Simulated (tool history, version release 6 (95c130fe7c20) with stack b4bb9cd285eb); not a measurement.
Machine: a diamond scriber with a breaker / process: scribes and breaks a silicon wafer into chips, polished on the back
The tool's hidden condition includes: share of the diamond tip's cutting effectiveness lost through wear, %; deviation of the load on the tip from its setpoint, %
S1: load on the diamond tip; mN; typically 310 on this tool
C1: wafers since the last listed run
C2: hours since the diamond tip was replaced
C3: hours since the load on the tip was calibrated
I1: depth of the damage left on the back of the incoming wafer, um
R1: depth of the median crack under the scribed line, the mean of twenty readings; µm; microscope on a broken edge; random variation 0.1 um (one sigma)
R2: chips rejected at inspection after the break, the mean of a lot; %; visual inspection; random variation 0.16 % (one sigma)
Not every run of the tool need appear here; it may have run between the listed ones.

run,hour,S1,C1,C2,C3,I1,R1,R2
1,0.0,247,0,796.2,612.8,0.04,6.01,7.84
2,44.2,247,134,840.4,657.0,0.02,6.07,8.50
3,112.4,310,207,908.6,725.2,0.02,7.37,2.17
4,170.6,310,177,966.8,783.4,0.03,7.46,2.21
5,208.7,380,116,1004.9,821.5,0.04,8.92,7.77
6,257.1,380,147,1053.3,869.9,0.04,9.06,7.31
7,291.7,380,105,1087.9,904.5,0.03,9.02,7.62
# hour 303.2: load on the tip recalibrated
# hour 317.6: diamond tip replaced by a new one
8,357.6,360,188,40.0,54.4,0.04,8.45,4.53
9,511.9,310,470,194.3,208.7,0.01,7.33,1.69
10,571.8,310,182,254.2,268.6,0.03,7.36,2.10
11,645.5,241,224,327.9,342.3,0.04,5.83,9.02
12,672.9,338,83,355.3,369.7,0.03,7.88,3.28
13,740.9,338,207,423.3,437.7,0.03,7.90,2.35
14,774.3,271,101,456.7,471.1,0.03,6.53,4.16
15,799.1,271,75,481.5,495.9,0.04,6.56,3.70
16,856.3,310,174,538.7,553.1,0.03,7.33,2.18
17,890.3,346,103,572.7,587.1,0.04,8.23,3.37
18,920.3,346,91,602.7,617.1,0.02,8.13,4.00
19,949.9,285,90,632.3,646.7,0.04,6.93,2.44
20,987.1,360,113,669.5,683.9,0.02,8.37,5.10
21,1047.0,267,182,729.4,743.8,0.02,6.67,3.96
22,1082.2,310,107,764.6,779.0,0.03,7.70,2.12
23,1132.4,387,152,814.8,829.2,0.02,9.25,8.57
24,1156.6,336,73,839.0,853.4,0.04,8.06,3.22
25,1218.6,310,188,901.0,915.4,0.03,7.75,2.07
# hour 1224.9: diamond tip replaced by a new one
# hour 1268.6: load on the tip recalibrated
26,1276.4,310,163,51.5,7.8,0.05,6.95,2.41
27,1318.0,349,126,93.1,49.4,0.02,7.82,2.97
28,1385.6,239,205,160.7,117.0,0.05,5.72,12.47
29,1424.8,401,119,199.9,156.2,0.03,8.81,7.01
30,1490.2,244,199,265.3,221.6,0.04,5.65,11.47
31,1545.0,310,166,320.1,276.4,0.01,7.12,2.35
32,1583.2,350,116,358.3,314.6,0.03,7.89,3.18
33,1623.9,230,123,399.0,355.3,0.05,5.32,13.97
34,1683.5,218,181,458.6,414.9,0.04,5.31,17.03
35,1722.9,310,120,498.0,454.3,0.02,7.09,1.83
36,1791.6,266,209,566.7,523.0,0.02,6.42,5.83
37,1828.6,355,112,603.7,560.0,0.04,8.24,3.73
38,1869.8,310,125,644.9,601.2,0.02,7.27,1.97
39,1907.3,399,114,682.4,638.7,0.03,8.68,8.74
40,1943.9,400,111,719.0,675.3,0.03,9.24,7.46
41,1991.8,254,145,766.9,723.2,0.04,6.14,6.83

Branching from run 41: 5 alternative next runs. What would each branch give?
A,1992.4,234,1,767.5,723.8,0.02,?,?
B,1992.4,229,1,767.5,723.8,0.02,?,?
C,1992.4,394,1,767.5,723.8,0.02,?,?
D,1992.4,251,1,767.5,723.8,0.02,?,?
E,1992.4,222,1,767.5,723.8,0.02,?,?

run,R1,R2
A,5.57,10.33
B,5.45,11.68
C,8.77,7.16
D,5.94,6.64
E,5.29,13.78
With no hidden state in the tool, these same runs would have given:
run,R1,R2
A,5.57,10.28
B,5.46,11.63
C,8.77,7.20
D,5.95,6.60
E,5.29,13.73
